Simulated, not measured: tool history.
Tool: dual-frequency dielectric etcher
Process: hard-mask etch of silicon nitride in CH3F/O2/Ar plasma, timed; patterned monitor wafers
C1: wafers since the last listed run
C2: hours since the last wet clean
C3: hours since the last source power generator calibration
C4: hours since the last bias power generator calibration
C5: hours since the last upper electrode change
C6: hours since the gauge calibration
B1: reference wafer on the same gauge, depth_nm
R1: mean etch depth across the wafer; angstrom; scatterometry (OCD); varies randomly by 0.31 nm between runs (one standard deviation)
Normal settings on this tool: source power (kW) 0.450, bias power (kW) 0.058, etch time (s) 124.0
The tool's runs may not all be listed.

Run 1, hour 0.0: usual settings; C1 0; C2 307.7; C3 1133.2; C4 3143.4; C5 4246.1; C6 2695.1; B1 87.6. Result: R1 824 angstrom.
At hour 103.9: upper electrode replaced.
Run 2, hour 104.4: usual settings; C1 908; C2 412.1; C3 1237.6; C4 3247.8; C5 0.5; C6 2799.5; B1 87.5. Result: R1 823 angstrom.
Run 3, hour 197.9: usual settings; C1 1056; C2 505.6; C3 1331.1; C4 3341.3; C5 94.0; C6 2893.0; B1 87.5. Result: R1 824 angstrom.
Run 4, hour 302.5: usual settings but etch time (s) 108.5; C1 1181; C2 610.2; C3 1435.7; C4 3445.9; C5 198.6; C6 2997.6; B1 87.5. Result: R1 719 angstrom.
Run 5, hour 387.6: usual settings but etch time (s) 108.5; C1 961; C2 695.3; C3 1520.8; C4 3531.0; C5 283.7; C6 3082.7; B1 87.5. Result: R1 721 angstrom.
At hour 423.8: wet clean of the chamber.
Run 6, hour 522.5: usual settings; C1 1253; C2 98.7; C3 1655.7; C4 3665.9; C5 418.6; C6 3217.6; B1 87.5. Result: R1 831 angstrom.
Run 7, hour 565.9: usual settings; C1 490; C2 142.1; C3 1699.1; C4 3709.3; C5 462.0; C6 3261.0; B1 87.5. Result: R1 828 angstrom.
Run 8, hour 658.2: usual settings but source power (kW) 0.500; C1 1042; C2 234.4; C3 1791.4; C4 3801.6; C5 554.3; C6 3353.3; B1 87.5. Result: R1 871 angstrom.
Run 9, hour 738.3: usual settings but source power (kW) 0.500; C1 905; C2 314.5; C3 1871.5; C4 3881.7; C5 634.4; C6 3433.4; B1 87.5. Result: R1 871 angstrom.
Run 10, hour 790.6: usual settings but source power (kW) 0.530, bias power (kW) 0.063; C1 590; C2 366.8; C3 1923.8; C4 3934.0; C5 686.7; C6 3485.7; B1 87.5. Result: R1 915 angstrom.
At hour 860.6: bias power generator calibrated.
Run 11, hour 896.1: usual settings but source power (kW) 0.410, bias power (kW) 0.050, etch time (s) 136.5; C1 1146; C2 472.3; C3 2029.3; C4 35.5; C5 792.2; C6 3591.2; B1 87.5. Result: R1 832 angstrom.
Run 12, hour 936.8: usual settings; C1 459; C2 513.0; C3 2070.0; C4 76.2; C5 832.9; C6 3631.9; B1 87.5. Result: R1 825 angstrom.
Run 13, hour 977.1: usual settings; C1 455; C2 553.3; C3 2110.3; C4 116.5; C5 873.2; C6 3672.2; B1 87.5. Result: R1 827 angstrom.
At hour 1027.5: source power generator calibrated.
Run 14, hour 1082.3: usual settings but source power (kW) 0.480, bias power (kW) 0.062, etch time (s) 96.0; C1 1143; C2 658.5; C3 54.8; C4 221.7; C5 978.4; C6 3777.4; B1 87.5. Result: R1 672 angstrom.
Run 15, hour 1120.2: usual settings; C1 428; C2 696.4; C3 92.7; C4 259.6; C5 1016.3; C6 3815.3; B1 87.5. Result: R1 829 angstrom.
At hour 1196.5: wet clean of the chamber.
Run 16, hour 1201.3: usual settings but source power (kW) 0.530, bias power (kW) 0.063; C1 645; C2 4.8; C3 173.8; C4 340.7; C5 1097.4; C6 3896.4; B1 87.5. Result: R1 911 angstrom.
Run 17, hour 1467.7: usual settings but source power (kW) 0.480, bias power (kW) 0.046, etch time (s) 155.0; C1 3010; C2 271.2; C3 440.2; C4 607.1; C5 1363.8; C6 4162.8; B1 87.5. Result: R1 1018 angstrom.
At hour 1497.2: gauge calibrated.
Run 18, hour 1521.1: usual settings; C1 603; C2 324.6; C3 493.6; C4 660.5; C5 1417.2; C6 23.9; B1 87.5. Result: R1 824 angstrom.
Run 19, hour 1571.6: usual settings but source power (kW) 0.370, etch time (s) 142.5; C1 570; C2 375.1; C3 544.1; C4 711.0; C5 1467.7; C6 74.4; B1 87.5. Result: R1 854 angstrom.
Run 20, hour 1656.2: usual settings but bias power (kW) 0.063, etch time (s) 110.0; C1 955; C2 459.7; C3 628.7; C4 795.6; C5 1552.3; C6 159.0; B1 87.5. Result: R1 743 angstrom.
Run 21, hour 1738.2: usual settings; C1 926; C2 541.7; C3 710.7; C4 877.6; C5 1634.3; C6 241.0; B1 87.5. Result: R1 825 angstrom.
Run 22, hour 1790.7: usual settings but source power (kW) 0.370, etch time (s) 98.0; C1 593; C2 594.2; C3 763.2; C4 930.1; C5 1686.8; C6 293.5; B1 87.5. Result: R1 583 angstrom.
At hour 1840.8: wet clean of the chamber.
Run 23, hour 1858.6: usual settings but source power (kW) 0.550, bias power (kW) 0.065, etch time (s) 140.5; C1 496; C2 17.8; C3 831.1; C4 998.0; C5 1754.7; C6 361.4; B1 87.5. Result: R1 1062 angstrom.
Run 24, hour 1901.8: usual settings but source power (kW) 0.480, bias power (kW) 0.062, etch time (s) 96.0; C1 488; C2 61.0; C3 874.3; C4 1041.2; C5 1797.9; C6 404.6; B1 87.5. Result: R1 667 angstrom.
Run 25, hour 1958.7: usual settings but bias power (kW) 0.070, etch time (s) 158.0; C1 642; C2 117.9; C3 931.2; C4 1098.1; C5 1854.8; C6 461.5; B1 87.4. Result: R1 1099 angstrom.
Run 26, hour 2239.3: usual settings but source power (kW) 0.420, bias power (kW) 0.065; C1 3170; C2 398.5; C3 1211.8; C4 1378.7; C5 2135.4; C6 742.1; B1 87.6. Result: R1 821 angstrom.
Run 27, hour 2333.1: usual settings but source power (kW) 0.370, etch time (s) 142.5; C1 1059; C2 492.3; C3 1305.6; C4 1472.5; C5 2229.2; C6 835.9; B1 87.5. Result: R1 846 angstrom.
Run 28, hour 2384.3: usual settings but bias power (kW) 0.066; C1 578; C2 543.5; C3 1356.8; C4 1523.7; C5 2280.4; C6 887.1; B1 87.5. Result: R1 852 angstrom.
Run 29, hour 2485.1: usual settings but bias power (kW) 0.045; C1 1138; C2 644.3; C3 1457.6; C4 1624.5; C5 2381.2; C6 987.9; B1 87.5. Result: R1 782 angstrom.
Run 30, hour 2531.6: usual settings but source power (kW) 0.490, bias power (kW) 0.064, etch time (s) 143.0; C1 525; C2 690.8; C3 1504.1; C4 1671.0; C5 2427.7; C6 1034.4; B1 87.5. Result: R1 1016 angstrom.

Forecast each of these 4 alternatives for the next run:
Run A, hour 2532.1: usual settings; C1 5; C2 691.3; C3 1504.6; C4 1671.5; C5 2428.2; C6 1034.9; B1 ?. Result: R1 ?.
Run B, hour 2532.1: usual settings but source power (kW) 0.360; C1 5; C2 691.3; C3 1504.6; C4 1671.5; C5 2428.2; C6 1034.9; B1 ?. Result: R1 ?.
Run C, hour 2532.1: usual settings but source power (kW) 0.500, bias power (kW) 0.072, etch time (s) 98.0; C1 5; C2 691.3; C3 1504.6; C4 1671.5; C5 2428.2; C6 1034.9; B1 ?. Result: R1 ?.
Run D, hour 2532.1: usual settings but source power (kW) 0.380, bias power (kW) 0.069, etch time (s) 135.5; C1 5; C2 691.3; C3 1504.6; C4 1671.5; C5 2428.2; C6 1034.9; B1 ?. Result: R1 ?.

run    B1   R1
  A  87.5  829
  B  87.5  731
  C  87.5  729
  D  87.5  860
Stripped of hidden state, with their random variation kept, the same runs would have yielded:
run   R1
  A  829
  B  731
  C  729
  D  860
